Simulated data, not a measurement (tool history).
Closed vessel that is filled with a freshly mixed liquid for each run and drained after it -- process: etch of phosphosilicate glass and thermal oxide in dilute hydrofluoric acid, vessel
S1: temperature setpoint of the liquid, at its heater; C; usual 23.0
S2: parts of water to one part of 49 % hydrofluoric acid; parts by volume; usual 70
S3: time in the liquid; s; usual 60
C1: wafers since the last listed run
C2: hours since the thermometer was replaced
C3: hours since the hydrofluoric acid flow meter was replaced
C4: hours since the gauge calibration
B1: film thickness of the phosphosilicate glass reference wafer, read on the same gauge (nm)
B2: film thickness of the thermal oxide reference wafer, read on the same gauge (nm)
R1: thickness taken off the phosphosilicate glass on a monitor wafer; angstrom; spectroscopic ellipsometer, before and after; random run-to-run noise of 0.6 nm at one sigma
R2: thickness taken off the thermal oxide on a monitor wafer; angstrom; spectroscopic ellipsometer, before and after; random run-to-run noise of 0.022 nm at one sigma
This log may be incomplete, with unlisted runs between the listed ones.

| run | day | S1 | S2 | S3 | C1 | C2 | C3 | C4 | B1 | B2 | R1 | R2 |
|---|---|---|---|---|---|---|---|---|---|---|---|---|
| 1 | 0.000 | 23.0 | 70 | 60 | 0 | 88.9 | 2036.8 | 317.2 | 129.99 | 130.038 | 1902.5 | 39.39 |
| 2 | 0.392 | 23.0 | 70 | 60 | 1118 | 98.3 | 2046.2 | 326.6 | 130.01 | 130.012 | 1924.5 | 39.45 |
|  | 0.771 | gauge calibrated |
| 3 | 0.775 | 23.0 | 100 | 95 | 1094 | 107.5 | 2055.4 | 0.1 | 130.02 | 130.020 | 2059.0 | 42.39 |
| 4 | 1.058 | 23.0 | 70 | 60 | 809 | 114.3 | 2062.2 | 6.9 | 130.00 | 129.985 | 1916.7 | 39.08 |
| 5 | 1.429 | 23.0 | 70 | 60 | 1058 | 123.2 | 2071.1 | 15.8 | 129.99 | 130.001 | 1912.6 | 39.16 |
| 6 | 1.950 | 23.0 | 70 | 80 | 1487 | 135.7 | 2083.6 | 28.3 | 130.01 | 130.005 | 2552.1 | 53.24 |
| 7 | 2.354 | 23.0 | 35 | 60 | 1154 | 145.4 | 2093.3 | 38.0 | 130.00 | 129.973 | 4013.7 | 83.08 |
|  | 2.967 | hydrofluoric acid flow meter replaced |
| 8 | 3.112 | 25.5 | 55 | 85 | 2046 | 163.6 | 3.5 | 56.2 | 129.99 | 130.018 | 4135.6 | 85.59 |
| 9 | 3.538 | 20.5 | 70 | 60 | 1213 | 173.8 | 13.7 | 66.4 | 129.99 | 129.950 | 1828.1 | 38.01 |
| 10 | 4.138 | 25.5 | 45 | 70 | 1713 | 188.2 | 28.1 | 80.8 | 130.02 | 129.996 | 4221.9 | 86.87 |
| 11 | 4.671 | 23.0 | 70 | 60 | 1522 | 201.0 | 40.9 | 93.6 | 129.97 | 129.984 | 2020.3 | 41.78 |
| 12 | 5.283 | 23.0 | 70 | 60 | 1748 | 215.7 | 55.6 | 108.3 | 130.00 | 130.022 | 2039.3 | 41.72 |
| 13 | 5.950 | 26.5 | 70 | 40 | 1903 | 231.7 | 71.6 | 124.3 | 130.01 | 129.972 | 1573.9 | 32.10 |
| 14 | 6.629 | 23.0 | 70 | 60 | 1939 | 248.0 | 87.9 | 140.6 | 130.02 | 130.032 | 2043.2 | 41.92 |
| 15 | 7.133 | 26.5 | 60 | 40 | 1439 | 260.1 | 100.0 | 152.7 | 129.99 | 129.996 | 1851.4 | 38.15 |
|  | 7.483 | hydrofluoric acid flow meter replaced, repeated, since the last time left the tool worse |
| 16 | 7.504 | 21.0 | 70 | 40 | 939 | 269.0 | 0.5 | 161.6 | 129.95 | 130.003 | 1112.8 | 22.95 |
| 17 | 7.958 | 23.0 | 70 | 80 | 1296 | 279.9 | 11.4 | 172.5 | 130.02 | 129.986 | 2432.3 | 49.94 |
| 18 | 8.279 | 26.5 | 90 | 85 | 916 | 287.6 | 19.1 | 180.2 | 129.97 | 130.016 | 2233.5 | 45.74 |
| 19 | 8.933 | 25.0 | 35 | 75 | 1867 | 303.3 | 34.8 | 195.9 | 130.01 | 130.014 | 5149.2 | 106.81 |
| 20 | 9.567 | 25.5 | 50 | 30 | 1808 | 318.5 | 50.0 | 211.1 | 130.01 | 130.007 | 1439.3 | 30.08 |
| 21 | 9.867 | 23.0 | 70 | 60 | 856 | 325.7 | 57.2 | 218.3 | 130.00 | 130.009 | 1818.7 | 37.36 |
| 22 | 10.517 | 25.0 | 105 | 75 | 1856 | 341.3 | 72.8 | 233.9 | 130.01 | 130.015 | 1582.6 | 32.84 |
| 23 | 11.038 | 23.0 | 105 | 50 | 1487 | 353.8 | 85.3 | 246.4 | 130.00 | 130.031 | 975.2 | 19.85 |
| 24 | 11.725 | 23.0 | 70 | 60 | 1963 | 370.3 | 101.8 | 262.9 | 129.99 | 129.997 | 1814.1 | 37.44 |
| 25 | 12.158 | 23.0 | 70 | 60 | 1237 | 380.7 | 112.2 | 273.3 | 129.99 | 130.021 | 1822.8 | 37.18 |

Alternative continuations, all from the tool just after run 25; predict every row:
| A | 12.188 | 23.0 | 70 | 60 | 83 | 381.4 | 112.9 | 274.0 | ? | ? | ? | ? |
| B | 12.188 | 19.0 | 70 | 90 | 83 | 381.4 | 112.9 | 274.0 | ? | ? | ? | ? |
| C | 12.188 | 19.0 | 85 | 35 | 83 | 381.4 | 112.9 | 274.0 | ? | ? | ? | ? |
| D | 12.188 | 25.5 | 70 | 60 | 83 | 381.4 | 112.9 | 274.0 | ? | ? | ? | ? |

| run | B1 | B2 | R1 | R2 |
|---|---|---|---|---|
| A | 129.97 | 130.004 | 1820.9 | 37.39 |
| B | 129.97 | 130.004 | 2312.8 | 47.50 |
| C | 129.97 | 130.004 | 728.4 | 14.96 |
| D | 129.97 | 130.004 | 2014.7 | 41.37 |
What these runs would have given with no unlogged condition in the tool:
| run | R1 | R2 |
|---|---|---|
| A | 1789.8 | 36.75 |
| B | 2273.6 | 46.69 |
| C | 715.9 | 14.70 |
| D | 1980.2 | 40.66 |
